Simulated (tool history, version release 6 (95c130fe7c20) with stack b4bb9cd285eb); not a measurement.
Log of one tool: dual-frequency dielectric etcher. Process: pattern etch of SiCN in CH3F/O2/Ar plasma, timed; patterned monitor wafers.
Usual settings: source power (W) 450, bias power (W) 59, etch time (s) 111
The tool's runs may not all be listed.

run,hour,source power (W),bias power (W),etch time (s),wafers since the last listed run,hours since the last wet clean,hours since the last source power generator calibration,hours since the last bias power generator calibration,hours since the last upper electrode change,hours since the gauge calibration,"read-back reference wafer on the same gauge, depth_nm",mean etch depth across the wafer (nm)
1,0,390,59,111,0,251.7,3650.1,5157.4,0.5,2308.5,38.42,37.99
2,45.2,390,59,111,516,296.9,3695.3,5202.6,45.7,2353.7,38.49,37.87
3,113,450,59,111,774,364.7,3763.1,5270.4,113.5,2421.5,38.41,40.16
# hour 123.4: bias power generator calibrated
4,167.6,450,59,111,577,419.3,3817.7,44.2,168.1,2476.1,38.37,39.81
5,207.7,450,59,111,457,459.4,3857.8,84.3,208.2,2516.2,38.32,39.76
6,232.4,450,59,83,281,484.1,3882.5,109,232.9,2540.9,38.28,29.86
7,278.9,450,65,111,530,530.6,3929,155.5,279.4,2587.4,38.23,41.1
# hour 359.8: wet clean of the chamber
8,360.3,450,59,111,655,0.5,4010.4,236.9,360.8,2668.8,38.18,40.02
# hour 362.1: gauge calibrated
9,381.4,450,59,111,240,21.6,4031.5,258,381.9,19.3,40.45,42.27
10,420.6,370,64,111,447,60.8,4070.7,297.2,421.1,58.5,40.39,40.06
11,464.8,500,59,101.5,504,105,4114.9,341.4,465.3,102.7,40.38,40.11
12,587.9,450,59,111,1405,228.1,4238,464.5,588.4,225.8,40.31,41.88
13,626.2,540,74,144,437,266.4,4276.3,502.8,626.7,264.1,40.22,61.78
14,693.4,530,59,140,767,333.6,4343.5,570,693.9,331.3,40.23,56.24
15,731.6,360,59,111,436,371.8,4381.7,608.2,732.1,369.5,40.16,38.37
16,764.8,420,64,78,379,405,4414.9,641.4,765.3,402.7,40.09,29.51
17,835.2,450,59,111,803,475.4,4485.3,711.8,835.7,473.1,40.05,42.09
18,893.8,510,53,111,668,534,4543.9,770.4,894.3,531.7,40.02,42.12
# hour 933.7: source power generator calibrated
19,938.5,490,59,111,464,578.7,4.8,815.1,939,576.4,39.95,42.35
20,963,420,64,78,279,603.2,29.3,839.6,963.5,600.9,39.99,29.07
# hour 1028.6: wet clean of the chamber
21,1029.1,390,67,139.5,480,0.5,95.4,905.7,1029.6,667,39.94,51.79
22,1070.3,350,68,96.5,470,41.7,136.6,946.9,1070.8,708.2,39.84,34.15
23,1114.3,560,63,111,502,85.7,180.6,990.9,1114.8,752.2,39.85,46.17
24,1306.1,530,55,111,2189,277.5,372.4,1182.7,1306.6,944,39.59,43.39
25,1349,450,59,141,489,320.4,415.3,1225.6,1349.5,986.9,39.62,52.27
26,1399.6,520,67,135.5,577,371,465.9,1276.2,1400.1,1037.5,39.53,55.48
27,1556.8,450,59,111,1794,528.2,623.1,1433.4,1557.3,1194.7,39.37,40.9
28,1626.6,450,59,111,796,598,692.9,1503.2,1627.1,1264.5,39.37,40.87
# hour 1670.4: wet clean of the chamber
29,1670.9,450,59,143.5,231,0.5,737.2,1547.5,1671.4,1308.8,39.33,53.15

Forecast each of these 5 alternatives for the next run:
A,1671.3,450,59,111,4,0.9,737.6,1547.9,1671.8,1309.2,?,?
B,1671.3,450,68,130.5,4,0.9,737.6,1547.9,1671.8,1309.2,?,?
C,1671.3,410,45,144.5,4,0.9,737.6,1547.9,1671.8,1309.2,?,?
D,1671.3,450,73,111,4,0.9,737.6,1547.9,1671.8,1309.2,?,?
E,1671.3,370,47,85.5,4,0.9,737.6,1547.9,1671.8,1309.2,?,?

run,"read-back reference wafer on the same gauge, depth_nm",mean etch depth across the wafer (nm)
A,39.22,41.19
B,39.22,50.66
C,39.22,47.73
D,39.22,44.1
E,39.22,27.49
Without the tool's hidden state the same runs would have given:
run,mean etch depth across the wafer (nm)
A,42.56
B,52.34
C,49.31
D,45.56
E,28.4
